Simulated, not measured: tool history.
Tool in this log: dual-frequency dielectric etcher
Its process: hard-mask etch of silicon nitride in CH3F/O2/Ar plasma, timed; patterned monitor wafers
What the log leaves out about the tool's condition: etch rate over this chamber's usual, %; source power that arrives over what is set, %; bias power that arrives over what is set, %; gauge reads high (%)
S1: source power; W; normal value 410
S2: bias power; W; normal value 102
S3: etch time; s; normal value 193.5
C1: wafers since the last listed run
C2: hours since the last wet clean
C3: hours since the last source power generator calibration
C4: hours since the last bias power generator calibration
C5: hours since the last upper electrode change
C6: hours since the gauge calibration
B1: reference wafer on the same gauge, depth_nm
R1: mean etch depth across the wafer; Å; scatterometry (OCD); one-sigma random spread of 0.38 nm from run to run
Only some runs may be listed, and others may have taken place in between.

run,hour,S1,S2,S3,C1,C2,C3,C4,C5,C6,B1,R1
1,0,410,102,193.5,0,407.2,3054.9,4985.4,6181.8,417.3,168,1416
2,25.4,410,102,193.5,241,432.6,3080.3,5010.8,6207.2,442.7,168,1413
3,54.1,410,93,193.5,272,461.3,3109,5039.5,6235.9,471.4,168,1377
4,111,410,93,193.5,540,518.2,3165.9,5096.4,6292.8,528.3,167.9,1380
5,124.9,410,93,193.5,132,532.1,3179.8,5110.3,6306.7,542.2,168,1379
# hour 130.8: gauge calibrated
# hour 156.9: upper electrode replaced
6,157.4,410,118,154.5,80,564.6,3212.3,5142.8,0.5,26.6,168,1184
7,177.3,410,118,154.5,189,584.5,3232.2,5162.7,20.4,46.5,168.1,1187
8,194.4,470,79,227.5,162,601.6,3249.3,5179.8,37.5,63.6,168,1616
9,216.4,310,84,250,208,623.6,3271.3,5201.8,59.5,85.6,167.9,1555
# hour 236.1: source power generator calibrated
# hour 243.9: bias power generator calibrated
10,251.4,410,110,193.5,256,658.6,15.3,7.5,94.5,120.6,168,1447
# hour 319.5: wet clean of the chamber
11,320,310,120,193.5,423,0.5,83.9,76.1,163.1,189.2,167.9,1346
12,338.4,490,77,216,174,18.9,102.3,94.5,181.5,207.6,167.9,1549
13,364.5,410,102,193.5,247,45,128.4,120.6,207.6,233.7,168,1412
14,399.4,410,102,193.5,331,79.9,163.3,155.5,242.5,268.6,168,1416
15,414.2,350,102,236.5,140,94.7,178.1,170.3,257.3,283.4,168,1638

Each row is a separate what-if for the run after 15, all from the same tool condition, not one after another. Results?
A,414.7,410,102,193.5,4,95.2,178.6,170.8,257.8,283.9,?,?
B,414.7,410,102,140.5,4,95.2,178.6,170.8,257.8,283.9,?,?
C,414.7,370,91,159,4,95.2,178.6,170.8,257.8,283.9,?,?
D,414.7,450,79,148.5,4,95.2,178.6,170.8,257.8,283.9,?,?
E,414.7,470,117,150.5,4,95.2,178.6,170.8,257.8,283.9,?,?

run,B1,R1
A,168,1417
B,168,1029
C,168,1083
D,168,1040
E,168,1209
What these runs would have given with no unlogged condition in the tool:
run,R1
A,1417
B,1029
C,1083
D,1040
E,1209
